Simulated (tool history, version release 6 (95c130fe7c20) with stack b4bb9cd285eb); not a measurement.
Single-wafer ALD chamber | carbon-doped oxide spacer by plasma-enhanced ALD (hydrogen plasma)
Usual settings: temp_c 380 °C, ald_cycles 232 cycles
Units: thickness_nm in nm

run   hour  temp_c  ald_cycles  wafers since the last listed run  hours since the last thermocouple change  hours since the gauge calibration  read-back reference wafer on the same gauge, thickness_nm  thickness_nm
  1      0     380         232                                 0                                     785.2                               42.6                                                     10.009        11.914
  2  105.2     380         232                               145                                     890.4                              147.8                                                     10.002        12.052
  3  140.8     380         242                                49                                       926                              183.4                                                      9.987        12.537
  4  153.7     380         242                                17                                     938.9                              196.3                                                      9.995        12.495
  5    182     380         242                                39                                     967.2                              224.6                                                     10.007        12.646
  6  212.8     369         232                                42                                       998                              255.4                                                     10.001        12.054
  7    239     369         232                                36                                    1024.2                              281.6                                                     10.005        11.893
  8  262.6     380         232                                32                                    1047.8                              305.2                                                     10.012        12.038
     315.8  -- thermocouple changed; heater temperature recalibrated
  9  321.8     380         232                                70                                         6                              364.4                                                      9.995        11.981
 10  337.2     371         232                                21                                      21.4                              379.8                                                      9.995        12.029
 11  366.7     369         204                                40                                      50.9                              409.3                                                     10.006        10.594
     388.8  -- gauge calibrated
 12  397.5     366         232                                42                                      81.7                                8.7                                                      9.993         12.09
 13  423.9     380         232                                36                                     108.1                               35.1                                                     10.014         12.09
 14  448.6     380         195                                34                                     132.8                               59.8                                                         10        10.161
 15  466.5     380         195                                24                                     150.7                               77.7                                                     10.012        10.057
 16  526.6     380         275                                82                                     210.8                              137.8                                                     10.003         14.16
 17    546     385         251                                26                                     230.2                              157.2                                                      9.997         13.03
 18  578.4     369         232                                44                                     262.6                              189.6                                                      9.992        11.918

5 ways to go on from here, each from the tool as it stands after run 18. What would each give?
  A  579.2     380         253                                 1                                     263.4                              190.4                                                          ?             ?
  B  579.2     391         232                                 1                                     263.4                              190.4                                                          ?             ?
  C  579.2     384         261                                 1                                     263.4                              190.4                                                          ?             ?
  D  579.2     366         194                                 1                                     263.4                              190.4                                                          ?             ?
  E  579.2     380         268                                 1                                     263.4                              190.4                                                          ?             ?

run  read-back reference wafer on the same gauge, thickness_nm  thickness_nm
  A                                                      9.989        13.198
  B                                                      9.989        12.102
  C                                                      9.989        13.615
  D                                                      9.989         10.12
  E                                                      9.989         13.98
Without the tool's hidden state the same runs would have given:
run  thickness_nm
  A        13.198
  B        12.102
  C        13.615
  D         10.12
  E         13.98

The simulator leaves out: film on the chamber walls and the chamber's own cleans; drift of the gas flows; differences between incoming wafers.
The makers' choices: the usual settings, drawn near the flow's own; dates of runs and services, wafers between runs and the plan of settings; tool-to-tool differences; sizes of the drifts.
